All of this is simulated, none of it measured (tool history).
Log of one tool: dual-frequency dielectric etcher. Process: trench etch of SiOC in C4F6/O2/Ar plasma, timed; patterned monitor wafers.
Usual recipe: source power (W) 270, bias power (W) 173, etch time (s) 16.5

run	day	source power (W)	bias power (W)	etch time (s)	wafers since the last listed run	hours since the last wet clean	hours since the last source power generator calibration	hours since the last bias power generator calibration	hours since the last upper electrode change	hours since the gauge calibration	read-back reference wafer on the same gauge, depth_nm	mean etch depth across the wafer (Å)
1	0.000	270	173	16.5	0	193.7	3880.4	3587.3	2115.7	785.0	31.13	332.4
2	1.383	270	173	16.5	511	226.9	3913.6	3620.5	2148.9	818.2	31.11	332.9
3	2.650	270	194	16.5	468	257.3	3944.0	3650.9	2179.3	848.6	31.04	343.2
4	4.229	270	194	16.5	583	295.2	3981.9	3688.8	2217.2	886.5	31.13	343.8
5	6.912	270	173	18.0	991	359.6	4046.3	3753.2	2281.6	950.9	31.12	360.8
6	9.062	270	173	13.0	794	411.2	4097.9	3804.8	2333.2	1002.5	31.04	257.7
7	11.883	270	173	13.0	1042	478.9	4165.6	3872.5	2400.9	1070.2	31.05	255.7
# day 13.421: bias power generator calibrated
# day 14.779: upper electrode replaced
8	14.800	270	207	16.5	646	548.9	4235.6	33.1	0.5	1140.2	31.12	342.2
9	16.617	270	207	16.5	671	592.5	4279.2	76.7	44.1	1183.8	31.15	343.7
# day 18.300: wet clean of the chamber
10	19.117	270	207	16.5	554	19.6	4339.2	136.7	104.1	1243.8	31.14	355.3
11	22.088	270	173	16.5	1098	90.9	4410.5	208.0	175.4	1315.1	31.13	336.8
12	24.317	270	173	16.5	823	144.4	4464.0	261.5	228.9	1368.6	31.11	334.4
13	26.192	270	173	16.5	693	189.4	4509.0	306.5	273.9	1413.6	31.08	331.6
14	27.408	310	135	21.5	449	218.6	4538.2	335.7	303.1	1442.8	31.08	422.0
# day 29.375: source power generator calibrated
# day 32.967: gauge calibrated
15	33.838	310	151	21.0	2314	372.9	107.1	490.0	457.4	20.9	31.07	428.6
16	35.171	270	173	16.5	492	404.9	139.1	522.0	489.4	52.9	31.06	329.7
17	36.688	270	144	14.5	560	441.3	175.5	558.4	525.8	89.3	31.06	273.6
18	38.425	210	202	19.0	642	483.0	217.2	600.1	567.5	131.0	31.00	365.8
19	40.567	230	201	18.5	791	534.4	268.6	651.5	618.9	182.4	31.13	363.3
# day 41.667: wet clean of the chamber
20	42.096	270	173	16.5	195	10.3	305.3	688.2	655.6	219.1	31.10	337.4
21	43.188	210	173	13.5	403	36.5	331.5	714.4	681.8	245.3	31.07	251.0
22	44.858	200	137	14.0	617	76.6	371.6	754.5	721.9	285.4	31.13	237.0
23	46.833	210	204	16.5	730	124.0	419.0	801.9	769.3	332.8	31.12	320.8
24	49.679	310	145	20.0	1051	192.3	487.3	870.2	837.6	401.1	31.10	406.1
25	52.408	210	196	20.0	1008	257.8	552.8	935.7	903.1	466.6	31.07	386.1
26	54.221	270	149	16.5	669	301.3	596.3	979.2	946.6	510.1	31.11	316.1
27	55.400	230	173	21.5	435	329.6	624.6	1007.5	974.9	538.4	31.09	404.6
28	56.512	320	173	16.5	411	356.3	651.3	1034.2	1001.6	565.1	31.12	353.7
29	58.362	300	173	18.0	683	400.7	695.7	1078.6	1046.0	609.5	31.12	374.2
30	60.112	210	196	20.0	646	442.7	737.7	1120.6	1088.0	651.5	31.08	381.1

What if the next run were any one of these 4? Each begins from the tool's condition after run 30:
A	60.129	270	173	16.5	6	443.1	738.1	1121.0	1088.4	651.9	?	?
B	60.129	320	138	14.5	6	443.1	738.1	1121.0	1088.4	651.9	?	?
C	60.129	340	173	16.5	6	443.1	738.1	1121.0	1088.4	651.9	?	?
D	60.129	270	205	16.5	6	443.1	738.1	1121.0	1088.4	651.9	?	?

run	read-back reference wafer on the same gauge, depth_nm	mean etch depth across the wafer (Å)
A	31.14	332.4
B	31.14	291.1
C	31.14	362.6
D	31.14	350.7
Take away the tool's hidden state, keep each run's random variation, and the runs would have read:
run	mean etch depth across the wafer (Å)
A	336.4
B	294.6
C	367.0
D	354.9
